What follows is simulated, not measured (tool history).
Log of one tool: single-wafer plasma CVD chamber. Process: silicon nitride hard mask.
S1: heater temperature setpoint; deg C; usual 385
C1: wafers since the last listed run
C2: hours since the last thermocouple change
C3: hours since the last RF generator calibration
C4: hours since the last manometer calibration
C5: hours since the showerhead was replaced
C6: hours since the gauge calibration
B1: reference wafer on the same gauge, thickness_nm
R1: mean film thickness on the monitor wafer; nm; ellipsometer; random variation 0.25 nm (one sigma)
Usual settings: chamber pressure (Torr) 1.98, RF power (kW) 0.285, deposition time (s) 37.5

run 1 day=0.000 | S1=385 chamber_pressure_(Torr)=1.98 RF_power_(kW)=0.285 deposition_time_(s)=37.5 | C1=0 C2=2274.2 C3=835.3 C4=604.1 C5=4954.4 C6=429.3 | B1=42.446 | R1=42.181
run 2 day=1.138 | S1=385 chamber_pressure_(Torr)=1.98 RF_power_(kW)=0.285 deposition_time_(s)=37.5 | C1=377 C2=2301.5 C3=862.6 C4=631.4 C5=4981.7 C6=456.6 | B1=42.514 | R1=42.274
-- day=2.200 showerhead replaced
run 3 day=2.383 | S1=385 chamber_pressure_(Torr)=2.30 RF_power_(kW)=0.285 deposition_time_(s)=37.5 | C1=303 C2=2331.4 C3=892.5 C4=661.3 C5=4.4 C6=486.5 | B1=42.572 | R1=43.264
run 4 day=3.417 | S1=385 chamber_pressure_(Torr)=2.30 RF_power_(kW)=0.285 deposition_time_(s)=37.5 | C1=343 C2=2356.2 C3=917.3 C4=686.1 C5=29.2 C6=511.3 | B1=42.479 | R1=43.117
run 5 day=3.983 | S1=385 chamber_pressure_(Torr)=1.98 RF_power_(kW)=0.285 deposition_time_(s)=35.6 | C1=188 C2=2369.8 C3=930.9 C4=699.7 C5=42.8 C6=524.9 | B1=42.477 | R1=39.860
run 6 day=4.958 | S1=385 chamber_pressure_(Torr)=1.98 RF_power_(kW)=0.285 deposition_time_(s)=35.6 | C1=323 C2=2393.2 C3=954.3 C4=723.1 C5=66.2 C6=548.3 | B1=42.596 | R1=40.116
run 7 day=5.958 | S1=385 chamber_pressure_(Torr)=1.98 RF_power_(kW)=0.285 deposition_time_(s)=35.6 | C1=332 C2=2417.2 C3=978.3 C4=747.1 C5=90.2 C6=572.3 | B1=42.501 | R1=39.537
-- day=7.888 thermocouple changed; heater temperature recalibrated
run 8 day=8.050 | S1=372 chamber_pressure_(Torr)=1.98 RF_power_(kW)=0.255 deposition_time_(s)=43.9 | C1=583 C2=3.9 C3=1028.5 C4=797.3 C5=140.4 C6=622.5 | B1=42.483 | R1=43.844
run 9 day=8.842 | S1=385 chamber_pressure_(Torr)=1.98 RF_power_(kW)=0.285 deposition_time_(s)=43.4 | C1=262 C2=22.9 C3=1047.5 C4=816.3 C5=159.4 C6=641.5 | B1=42.493 | R1=47.847
-- day=10.112 RF generator calibrated
run 10 day=10.133 | S1=385 chamber_pressure_(Torr)=1.98 RF_power_(kW)=0.285 deposition_time_(s)=37.5 | C1=318 C2=53.9 C3=0.5 C4=847.3 C5=190.4 C6=672.5 | B1=42.580 | R1=39.812
run 11 day=10.850 | S1=385 chamber_pressure_(Torr)=2.18 RF_power_(kW)=0.285 deposition_time_(s)=33.2 | C1=238 C2=71.1 C3=17.7 C4=864.5 C5=207.6 C6=689.7 | B1=42.413 | R1=35.933
run 12 day=12.212 | S1=393 chamber_pressure_(Torr)=2.25 RF_power_(kW)=0.315 deposition_time_(s)=37.5 | C1=452 C2=103.8 C3=50.4 C4=897.2 C5=240.3 C6=722.4 | B1=42.502 | R1=44.821
run 13 day=13.496 | S1=385 chamber_pressure_(Torr)=1.98 RF_power_(kW)=0.330 deposition_time_(s)=37.5 | C1=426 C2=134.6 C3=81.2 C4=928.0 C5=271.1 C6=753.2 | B1=42.476 | R1=44.675
run 14 day=14.829 | S1=385 chamber_pressure_(Torr)=1.85 RF_power_(kW)=0.285 deposition_time_(s)=37.5 | C1=442 C2=166.6 C3=113.2 C4=960.0 C5=303.1 C6=785.2 | B1=42.530 | R1=39.555
run 15 day=16.029 | S1=385 chamber_pressure_(Torr)=1.52 RF_power_(kW)=0.285 deposition_time_(s)=35.6 | C1=398 C2=195.4 C3=142.0 C4=988.8 C5=331.9 C6=814.0 | B1=42.553 | R1=35.963
-- day=16.404 RF generator calibrated, repeated, since the last time left the tool worse
run 16 day=17.079 | S1=385 chamber_pressure_(Torr)=1.98 RF_power_(kW)=0.285 deposition_time_(s)=37.5 | C1=238 C2=220.6 C3=16.2 C4=1014.0 C5=357.1 C6=839.2 | B1=42.451 | R1=44.114
run 17 day=17.679 | S1=393 chamber_pressure_(Torr)=1.66 RF_power_(kW)=0.285 deposition_time_(s)=40.9 | C1=199 C2=235.0 C3=30.6 C4=1028.4 C5=371.5 C6=853.6 | B1=42.559 | R1=46.136
-- day=18.679 gauge calibrated
run 18 day=19.742 | S1=385 chamber_pressure_(Torr)=1.98 RF_power_(kW)=0.285 deposition_time_(s)=37.5 | C1=684 C2=284.5 C3=80.1 C4=1077.9 C5=421.0 C6=25.5 | B1=42.463 | R1=43.795
-- day=20.546 capacitance manometer re-zeroed and calibrated
run 19 day=20.567 | S1=385 chamber_pressure_(Torr)=1.98 RF_power_(kW)=0.285 deposition_time_(s)=37.5 | C1=163 C2=304.3 C3=99.9 C4=0.5 C5=440.8 C6=45.3 | B1=42.447 | R1=44.101
run 20 day=21.175 | S1=390 chamber_pressure_(Torr)=1.98 RF_power_(kW)=0.285 deposition_time_(s)=30.7 | C1=202 C2=318.9 C3=114.5 C4=15.1 C5=455.4 C6=59.9 | B1=42.435 | R1=35.815
run 21 day=22.617 | S1=385 chamber_pressure_(Torr)=1.98 RF_power_(kW)=0.285 deposition_time_(s)=30.4 | C1=478 C2=353.5 C3=149.1 C4=49.7 C5=490.0 C6=94.5 | B1=42.456 | R1=35.136
run 22 day=23.392 | S1=396 chamber_pressure_(Torr)=2.42 RF_power_(kW)=0.285 deposition_time_(s)=43.6 | C1=257 C2=372.1 C3=167.7 C4=68.3 C5=508.6 C6=113.1 | B1=42.496 | R1=52.406
run 23 day=23.983 | S1=385 chamber_pressure_(Torr)=1.98 RF_power_(kW)=0.315 deposition_time_(s)=37.5 | C1=196 C2=386.3 C3=181.9 C4=82.5 C5=522.8 C6=127.3 | B1=42.544 | R1=47.492
run 24 day=25.267 | S1=385 chamber_pressure_(Torr)=2.15 RF_power_(kW)=0.305 deposition_time_(s)=37.5 | C1=426 C2=417.1 C3=212.7 C4=113.3 C5=553.6 C6=158.1 | B1=42.589 | R1=46.979
run 25 day=25.862 | S1=385 chamber_pressure_(Torr)=1.85 RF_power_(kW)=0.285 deposition_time_(s)=37.5 | C1=197 C2=431.4 C3=227.0 C4=127.6 C5=567.9 C6=172.4 | B1=42.483 | R1=43.359
run 26 day=26.704 | S1=385 chamber_pressure_(Torr)=1.98 RF_power_(kW)=0.285 deposition_time_(s)=35.6 | C1=279 C2=451.6 C3=247.2 C4=147.8 C5=588.1 C6=192.6 | B1=42.489 | R1=41.716
run 27 day=27.550 | S1=393 chamber_pressure_(Torr)=1.98 RF_power_(kW)=0.285 deposition_time_(s)=32.5 | C1=280 C2=471.9 C3=267.5 C4=168.1 C5=608.4 C6=212.9 | B1=42.506 | R1=37.606
run 28 day=28.071 | S1=385 chamber_pressure_(Torr)=1.85 RF_power_(kW)=0.285 deposition_time_(s)=37.5 | C1=172 C2=484.4 C3=280.0 C4=180.6 C5=620.9 C6=225.4 | B1=42.522 | R1=42.893
run 29 day=29.496 | S1=373 chamber_pressure_(Torr)=2.33 RF_power_(kW)=0.285 deposition_time_(s)=37.5 | C1=473 C2=518.6 C3=314.2 C4=214.8 C5=655.1 C6=259.6 | B1=42.592 | R1=45.273

3 ways to go on from here, each from the tool as it stands after run 29. What would each give?
run A day=29.512 | S1=385 chamber_pressure_(Torr)=1.98 RF_power_(kW)=0.285 deposition_time_(s)=37.5 | C1=5 C2=519.0 C3=314.6 C4=215.2 C5=655.5 C6=260.0 | B1=? | R1=?
run B day=29.512 | S1=395 chamber_pressure_(Torr)=1.98 RF_power_(kW)=0.305 deposition_time_(s)=33.5 | C1=5 C2=519.0 C3=314.6 C4=215.2 C5=655.5 C6=260.0 | B1=? | R1=?
run C day=29.512 | S1=385 chamber_pressure_(Torr)=1.98 RF_power_(kW)=0.285 deposition_time_(s)=34.0 | C1=5 C2=519.0 C3=314.6 C4=215.2 C5=655.5 C6=260.0 | B1=? | R1=?

run=A B1=42.504 R1=43.619
run=B B1=42.504 R1=41.111
run=C B1=42.504 R1=39.557
Without the tool's hidden state the same runs would have given:
run=A R1=43.859
run=B R1=41.330
run=C R1=39.775
